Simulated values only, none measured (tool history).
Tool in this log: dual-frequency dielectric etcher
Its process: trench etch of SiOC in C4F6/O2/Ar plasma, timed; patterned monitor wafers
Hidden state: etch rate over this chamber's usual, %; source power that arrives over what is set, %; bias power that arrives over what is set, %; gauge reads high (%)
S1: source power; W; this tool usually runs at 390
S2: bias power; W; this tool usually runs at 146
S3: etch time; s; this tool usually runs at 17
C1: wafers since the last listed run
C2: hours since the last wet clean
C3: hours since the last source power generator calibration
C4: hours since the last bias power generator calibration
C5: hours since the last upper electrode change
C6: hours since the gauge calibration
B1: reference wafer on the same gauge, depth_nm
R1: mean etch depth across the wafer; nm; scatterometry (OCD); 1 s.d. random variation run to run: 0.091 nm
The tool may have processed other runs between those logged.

{"run": 1, "hour": 0.0, "S1": 390, "S2": 146, "S3": 17, "C1": 0, "C2": 96, "C3": 3134.8, "C4": 3869, "C5": 1011.5, "C6": 3357.3, "B1": 42.51, "R1": 38.05}
{"hour": 54.0, "done": "gauge calibrated"}
{"run": 2, "hour": 100.9, "S1": 390, "S2": 146, "S3": 17, "C1": 1023, "C2": 196.9, "C3": 3235.7, "C4": 3969.9, "C5": 1112.4, "C6": 46.9, "B1": 41.8, "R1": 37.34}
{"run": 3, "hour": 206.6, "S1": 390, "S2": 146, "S3": 17, "C1": 1071, "C2": 302.6, "C3": 3341.4, "C4": 4075.6, "C5": 1218.1, "C6": 152.6, "B1": 41.76, "R1": 37.19}
{"run": 4, "hour": 292.8, "S1": 390, "S2": 173, "S3": 17, "C1": 874, "C2": 388.8, "C3": 3427.6, "C4": 4161.8, "C5": 1304.3, "C6": 238.8, "B1": 41.78, "R1": 39.54}
{"run": 5, "hour": 388.1, "S1": 390, "S2": 173, "S3": 17, "C1": 966, "C2": 484.1, "C3": 3522.9, "C4": 4257.1, "C5": 1399.6, "C6": 334.1, "B1": 41.79, "R1": 39.5}
{"run": 6, "hour": 491.8, "S1": 390, "S2": 146, "S3": 17, "C1": 1051, "C2": 587.8, "C3": 3626.6, "C4": 4360.8, "C5": 1503.3, "C6": 437.8, "B1": 41.79, "R1": 37.12}
{"hour": 525.6, "done": "wet clean of the chamber"}
{"run": 7, "hour": 543.7, "S1": 390, "S2": 146, "S3": 17, "C1": 282, "C2": 18.1, "C3": 3678.5, "C4": 4412.7, "C5": 1555.2, "C6": 489.7, "B1": 41.8, "R1": 37.35}
{"run": 8, "hour": 624.4, "S1": 390, "S2": 146, "S3": 17, "C1": 818, "C2": 98.8, "C3": 3759.2, "C4": 4493.4, "C5": 1635.9, "C6": 570.4, "B1": 41.82, "R1": 37.35}
{"run": 9, "hour": 707.1, "S1": 340, "S2": 171, "S3": 15.5, "C1": 838, "C2": 181.5, "C3": 3841.9, "C4": 4576.1, "C5": 1718.6, "C6": 653.1, "B1": 41.82, "R1": 34.69}
{"run": 10, "hour": 745.4, "S1": 430, "S2": 120, "S3": 20, "C1": 388, "C2": 219.8, "C3": 3880.2, "C4": 4614.4, "C5": 1756.9, "C6": 691.4, "B1": 41.83, "R1": 41.95}
{"run": 11, "hour": 843.4, "S1": 390, "S2": 146, "S3": 17, "C1": 993, "C2": 317.8, "C3": 3978.2, "C4": 4712.4, "C5": 1854.9, "C6": 789.4, "B1": 41.82, "R1": 37.25}
{"hour": 865.9, "done": "bias power generator calibrated"}
{"run": 12, "hour": 903.3, "S1": 440, "S2": 146, "S3": 17, "C1": 566, "C2": 377.7, "C3": 4038.1, "C4": 37.4, "C5": 1914.8, "C6": 849.3, "B1": 41.84, "R1": 38.42}
{"hour": 1012.1, "done": "upper electrode replaced"}
{"run": 13, "hour": 1012.6, "S1": 390, "S2": 146, "S3": 12, "C1": 864, "C2": 487, "C3": 4147.4, "C4": 146.7, "C5": 0.5, "C6": 958.6, "B1": 41.85, "R1": 26.4}
{"run": 14, "hour": 1077.9, "S1": 390, "S2": 146, "S3": 21, "C1": 662, "C2": 552.3, "C3": 4212.7, "C4": 212, "C5": 65.8, "C6": 1023.9, "B1": 41.84, "R1": 45.98}
{"run": 15, "hour": 1148.9, "S1": 440, "S2": 131, "S3": 13, "C1": 719, "C2": 623.3, "C3": 4283.7, "C4": 283, "C5": 136.8, "C6": 1094.9, "B1": 41.85, "R1": 28.33}
{"hour": 1241.1, "done": "wet clean of the chamber"}
{"run": 16, "hour": 1248.1, "S1": 300, "S2": 132, "S3": 17, "C1": 762, "C2": 7, "C3": 4382.9, "C4": 382.2, "C5": 236, "C6": 1194.1, "B1": 41.88, "R1": 33.94}
{"run": 17, "hour": 1302.5, "S1": 390, "S2": 146, "S3": 14.5, "C1": 551, "C2": 61.4, "C3": 4437.3, "C4": 436.6, "C5": 290.4, "C6": 1248.5, "B1": 41.88, "R1": 31.85}
{"run": 18, "hour": 1348.6, "S1": 390, "S2": 111, "S3": 17, "C1": 467, "C2": 107.5, "C3": 4483.4, "C4": 482.7, "C5": 336.5, "C6": 1294.6, "B1": 41.91, "R1": 33.87}
{"run": 19, "hour": 1438.7, "S1": 390, "S2": 146, "S3": 17, "C1": 913, "C2": 197.6, "C3": 4573.5, "C4": 572.8, "C5": 426.6, "C6": 1384.7, "B1": 41.9, "R1": 37.47}
{"run": 20, "hour": 1496.3, "S1": 390, "S2": 146, "S3": 17, "C1": 584, "C2": 255.2, "C3": 4631.1, "C4": 630.4, "C5": 484.2, "C6": 1442.3, "B1": 41.92, "R1": 37.37}
{"hour": 1503.3, "done": "source power generator calibrated"}
{"run": 21, "hour": 1595.4, "S1": 340, "S2": 146, "S3": 19.5, "C1": 964, "C2": 354.3, "C3": 92.1, "C4": 729.5, "C5": 583.3, "C6": 1541.4, "B1": 41.94, "R1": 41.48}
{"run": 22, "hour": 1698.2, "S1": 480, "S2": 170, "S3": 12, "C1": 1042, "C2": 457.1, "C3": 194.9, "C4": 832.3, "C5": 686.1, "C6": 1644.2, "B1": 41.95, "R1": 29.46}
{"run": 23, "hour": 1761.0, "S1": 390, "S2": 146, "S3": 20, "C1": 636, "C2": 519.9, "C3": 257.7, "C4": 895.1, "C5": 748.9, "C6": 1707, "B1": 41.97, "R1": 43.97}
{"run": 24, "hour": 1825.9, "S1": 300, "S2": 146, "S3": 17, "C1": 658, "C2": 584.8, "C3": 322.6, "C4": 960, "C5": 813.8, "C6": 1771.9, "B1": 42, "R1": 35.2}
{"run": 25, "hour": 1924.3, "S1": 320, "S2": 121, "S3": 12.5, "C1": 997, "C2": 683.2, "C3": 421, "C4": 1058.4, "C5": 912.2, "C6": 1870.3, "B1": 42, "R1": 24.65}
{"hour": 1979.4, "done": "wet clean of the chamber"}
{"run": 26, "hour": 1996.3, "S1": 390, "S2": 146, "S3": 17, "C1": 486, "C2": 16.9, "C3": 493, "C4": 1130.4, "C5": 984.2, "C6": 1942.3, "B1": 42.01, "R1": 37.54}

Run 27 has not been measured yet. What should we expect?
{"run": 27, "hour": 2056.1, "S1": 390, "S2": 137, "S3": 17, "C1": 606, "C2": 76.7, "C3": 552.8, "C4": 1190.2, "C5": 1044, "C6": 2002.1, "B1": "?", "R1": "?"}

B1: 42.06
R1: 36.73 nm
With the hidden condition absent and the run-to-run variation left alone, this run would have shown R1 36.52 nm.
